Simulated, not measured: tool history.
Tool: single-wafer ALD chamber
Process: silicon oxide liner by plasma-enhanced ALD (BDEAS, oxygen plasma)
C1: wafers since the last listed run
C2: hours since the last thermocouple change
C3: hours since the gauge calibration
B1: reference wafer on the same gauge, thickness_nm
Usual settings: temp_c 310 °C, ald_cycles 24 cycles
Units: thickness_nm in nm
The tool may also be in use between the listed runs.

Run 1, hour 0: usual settings; C1 0; C2 1131; C3 275.3; B1 1.821. Result: thickness_nm 2.163 nm.
Run 2, hour 34.2: usual settings; C1 218; C2 1165.2; C3 309.5; B1 1.819. Result: thickness_nm 2.183 nm.
Run 3, hour 66.3: usual settings; C1 205; C2 1197.3; C3 341.6; B1 1.818. Result: thickness_nm 2.165 nm.
Run 4, hour 88: usual settings; C1 138; C2 1219; C3 363.3; B1 1.82. Result: thickness_nm 2.162 nm.
Run 5, hour 109.4: usual settings but ald_cycles 27 cycles; C1 136; C2 1240.4; C3 384.7; B1 1.825. Result: thickness_nm 2.426 nm.
Run 6, hour 140.8: usual settings but ald_cycles 27 cycles; C1 200; C2 1271.8; C3 416.1; B1 1.821. Result: thickness_nm 2.414 nm.
Run 7, hour 173.5: usual settings but temp_c 313 °C; C1 209; C2 1304.5; C3 448.8; B1 1.82. Result: thickness_nm 2.174 nm.
Run 8, hour 188.6: usual settings but ald_cycles 21 cycles; C1 96; C2 1319.6; C3 463.9; B1 1.82. Result: thickness_nm 1.888 nm.
Run 9, hour 210.9: usual settings; C1 142; C2 1341.9; C3 486.2; B1 1.823. Result: thickness_nm 2.157 nm.
Run 10, hour 230.3: usual settings; C1 124; C2 1361.3; C3 505.6; B1 1.82. Result: thickness_nm 2.159 nm.
Run 11, hour 247.8: usual settings; C1 112; C2 1378.8; C3 523.1; B1 1.821. Result: thickness_nm 2.187 nm.
Run 12, hour 274.4: usual settings but ald_cycles 22 cycles; C1 170; C2 1405.4; C3 549.7; B1 1.823. Result: thickness_nm 1.975 nm.
Run 13, hour 298.3: usual settings; C1 152; C2 1429.3; C3 573.6; B1 1.821. Result: thickness_nm 2.165 nm.
At hour 325: gauge calibrated.
Run 14, hour 333.2: usual settings; C1 223; C2 1464.2; C3 8.2; B1 1.816. Result: thickness_nm 2.17 nm.
Run 15, hour 355.5: usual settings but temp_c 323 °C; C1 142; C2 1486.5; C3 30.5; B1 1.824. Result: thickness_nm 2.121 nm.
Run 16, hour 380.1: usual settings but temp_c 301 °C, ald_cycles 28 cycles; C1 157; C2 1511.1; C3 55.1; B1 1.818. Result: thickness_nm 2.558 nm.
At hour 393.7: thermocouple changed; heater temperature recalibrated.
Run 17, hour 399.9: usual settings but ald_cycles 25 cycles; C1 75; C2 6.2; C3 74.9; B1 1.819. Result: thickness_nm 2.245 nm.
Run 18, hour 413: usual settings but temp_c 303 °C, ald_cycles 28 cycles; C1 83; C2 19.3; C3 88; B1 1.823. Result: thickness_nm 2.529 nm.
Run 19, hour 446.6: usual settings; C1 215; C2 52.9; C3 121.6; B1 1.82. Result: thickness_nm 2.163 nm.
Run 20, hour 481.9: usual settings but temp_c 320 °C, ald_cycles 22 cycles; C1 225; C2 88.2; C3 156.9; B1 1.823. Result: thickness_nm 1.957 nm.

Run 21 comes next. What will it give?
Run 21, hour 499.8: usual settings but temp_c 323 °C, ald_cycles 21 cycles; C1 114; C2 106.1; C3 174.8; B1 ?. Result: thickness_nm ?.

B1: 1.823
thickness_nm: 1.855 nm
Without the tool's hidden state the same run would have given thickness_nm 1.855 nm.

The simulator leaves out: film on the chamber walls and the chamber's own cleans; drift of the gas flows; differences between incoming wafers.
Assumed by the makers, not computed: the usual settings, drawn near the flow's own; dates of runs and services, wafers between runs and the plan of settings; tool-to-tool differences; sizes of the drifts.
